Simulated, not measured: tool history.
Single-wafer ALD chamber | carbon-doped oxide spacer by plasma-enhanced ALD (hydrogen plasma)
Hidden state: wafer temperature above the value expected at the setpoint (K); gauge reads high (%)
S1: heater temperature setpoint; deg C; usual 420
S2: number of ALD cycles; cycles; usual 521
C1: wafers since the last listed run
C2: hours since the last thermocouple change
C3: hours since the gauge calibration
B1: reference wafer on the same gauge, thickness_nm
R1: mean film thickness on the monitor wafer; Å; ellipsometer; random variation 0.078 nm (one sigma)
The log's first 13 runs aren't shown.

run 14 hour=806.2 | S1=427 S2=521 | C1=35 C2=104.2 C3=1349.5 | B1=22.504 | R1=254.3
run 15 hour=872.6 | S1=427 S2=521 | C1=58 C2=170.6 C3=1415.9 | B1=22.484 | R1=254.95
run 16 hour=940.8 | S1=427 S2=521 | C1=59 C2=238.8 C3=1484.1 | B1=22.499 | R1=253.74
run 17 hour=1000.3 | S1=420 S2=521 | C1=52 C2=298.3 C3=1543.6 | B1=22.507 | R1=262.68
run 18 hour=1027.3 | S1=405 S2=521 | C1=23 C2=325.3 C3=1570.6 | B1=22.507 | R1=275.75
-- hour=1038.2 gauge calibrated
run 19 hour=1077.7 | S1=431 S2=592 | C1=44 C2=375.7 C3=39.5 | B1=22.487 | R1=286.65
run 20 hour=1271.8 | S1=420 S2=521 | C1=169 C2=569.8 C3=233.6 | B1=22.5 | R1=263.08
run 21 hour=1298.6 | S1=425 S2=614 | C1=23 C2=596.6 C3=260.4 | B1=22.5 | R1=303.06
run 22 hour=1350.8 | S1=414 S2=485 | C1=45 C2=648.8 C3=312.6 | B1=22.502 | R1=250.32
run 23 hour=1383.1 | S1=420 S2=592 | C1=28 C2=681.1 C3=344.9 | B1=22.5 | R1=299.01
run 24 hour=1410.1 | S1=420 S2=618 | C1=23 C2=708.1 C3=371.9 | B1=22.511 | R1=312.25
run 25 hour=1437.1 | S1=420 S2=521 | C1=23 C2=735.1 C3=398.9 | B1=22.505 | R1=263.35
run 26 hour=1491 | S1=420 S2=521 | C1=47 C2=789 C3=452.8 | B1=22.492 | R1=262.86
run 27 hour=1690 | S1=428 S2=586 | C1=174 C2=988 C3=651.8 | B1=22.505 | R1=289.23
run 28 hour=1720.5 | S1=431 S2=565 | C1=26 C2=1018.5 C3=682.3 | B1=22.506 | R1=274.83
run 29 hour=1765.7 | S1=420 S2=521 | C1=39 C2=1063.7 C3=727.5 | B1=22.495 | R1=261.92
run 30 hour=1836.4 | S1=408 S2=622 | C1=61 C2=1134.4 C3=798.2 | B1=22.515 | R1=328.62
run 31 hour=1882.4 | S1=420 S2=424 | C1=40 C2=1180.4 C3=844.2 | B1=22.498 | R1=216.12
run 32 hour=1939.2 | S1=427 S2=487 | C1=49 C2=1237.2 C3=901 | B1=22.499 | R1=240.07
run 33 hour=1998.6 | S1=410 S2=592 | C1=51 C2=1296.6 C3=960.4 | B1=22.503 | R1=309.53
run 34 hour=2038.4 | S1=420 S2=521 | C1=34 C2=1336.4 C3=1000.2 | B1=22.5 | R1=264.79

Forecast each of these 5 alternatives for the next run:
run A hour=2039.6 | S1=420 S2=483 | C1=1 C2=1337.6 C3=1001.4 | B1=? | R1=?
run B hour=2039.6 | S1=431 S2=521 | C1=1 C2=1337.6 C3=1001.4 | B1=? | R1=?
run C hour=2039.6 | S1=406 S2=607 | C1=1 C2=1337.6 C3=1001.4 | B1=? | R1=?
run D hour=2039.6 | S1=420 S2=490 | C1=1 C2=1337.6 C3=1001.4 | B1=? | R1=?
run E hour=2039.6 | S1=415 S2=521 | C1=1 C2=1337.6 C3=1001.4 | B1=? | R1=?

run=A B1=22.501 R1=244.1
run=B B1=22.501 R1=252.94
run=C B1=22.501 R1=321.2
run=D B1=22.501 R1=247.64
run=E B1=22.501 R1=268.02
Without the tool's hidden state the same runs would have given:
run=A R1=240.25
run=B R1=248.78
run=C R1=317.31
run=D R1=243.73
run=E R1=263.86

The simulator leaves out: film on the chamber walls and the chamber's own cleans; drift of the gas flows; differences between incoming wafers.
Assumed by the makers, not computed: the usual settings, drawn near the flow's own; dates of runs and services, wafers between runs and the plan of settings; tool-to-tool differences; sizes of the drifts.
